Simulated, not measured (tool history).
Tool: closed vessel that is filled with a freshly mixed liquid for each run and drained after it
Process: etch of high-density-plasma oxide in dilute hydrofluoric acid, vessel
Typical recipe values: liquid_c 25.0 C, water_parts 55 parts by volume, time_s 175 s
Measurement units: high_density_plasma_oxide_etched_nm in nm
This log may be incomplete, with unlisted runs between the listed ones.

run	hour	liquid_c	water_parts	time_s	read-back film thickness of the high-density-plasma oxide reference wafer, read on the same gauge (nm)	high_density_plasma_oxide_etched_nm
1	0.0	25.0	55	175	30.03	25.98
2	17.4	25.0	55	175	30.00	26.17
3	40.6	25.0	55	175	30.02	25.99
4	68.0	25.0	55	175	30.02	25.92
5	89.8	25.0	55	175	30.00	25.81
6	107.8	25.0	65	205	30.00	25.41
7	130.5	25.0	55	175	30.02	25.92
8	223.8	27.0	55	175	30.00	27.82
9	244.1	22.5	55	175	30.01	23.06
10	265.8	22.5	55	175	30.02	22.99
11	301.4	25.0	65	205	30.01	26.13
12	314.8	30.0	35	230	30.04	69.74
13	327.4	22.0	80	145	30.00	13.05
14	359.8	27.0	70	150	29.98	19.07
15	391.9	21.0	70	255	30.00	25.28
16	405.4	21.5	55	85	30.02	11.18
17	417.9	29.5	55	175	29.96	31.94
18	437.5	25.0	55	175	29.99	26.59
19	465.1	25.0	70	140	29.98	16.34
20	478.1	25.0	80	175	30.01	17.55
21	501.1	20.0	85	140	30.02	10.74

Not shown here: 4 entries made in the log between runs. Locate each between two listed runs and compare the hidden state at the listed run before it with the hidden state at the listed run after it:
Runs 1 to 2: gauge calibrated (hour 10.7)
  liquid colder than its thermometer reads (K): 0.763 -> 0.794
  measured less the result without the state, high_density_plasma_oxide_etched_nm: -0.82 -> -0.86 nm
Runs 7 to 8: hydrofluoric acid flow meter replaced (hour 217.0)
  liquid colder than its thermometer reads (K): 0.995 -> 1.16
  measured less the result without the state, high_density_plasma_oxide_etched_nm: -1.08 -> -1.33 nm
Runs 10 to 11: thermometer replaced (hour 267.2)
  liquid colder than its thermometer reads (K): 1.24 -> 0.0995
  measured less the result without the state, high_density_plasma_oxide_etched_nm: -1.21 -> -0.10 nm
Runs 13 to 14: gauge calibrated (hour 343.5)
  liquid colder than its thermometer reads (K): 0.146 -> 0.203
  measured less the result without the state, high_density_plasma_oxide_etched_nm: -0.09 -> -0.16 nm

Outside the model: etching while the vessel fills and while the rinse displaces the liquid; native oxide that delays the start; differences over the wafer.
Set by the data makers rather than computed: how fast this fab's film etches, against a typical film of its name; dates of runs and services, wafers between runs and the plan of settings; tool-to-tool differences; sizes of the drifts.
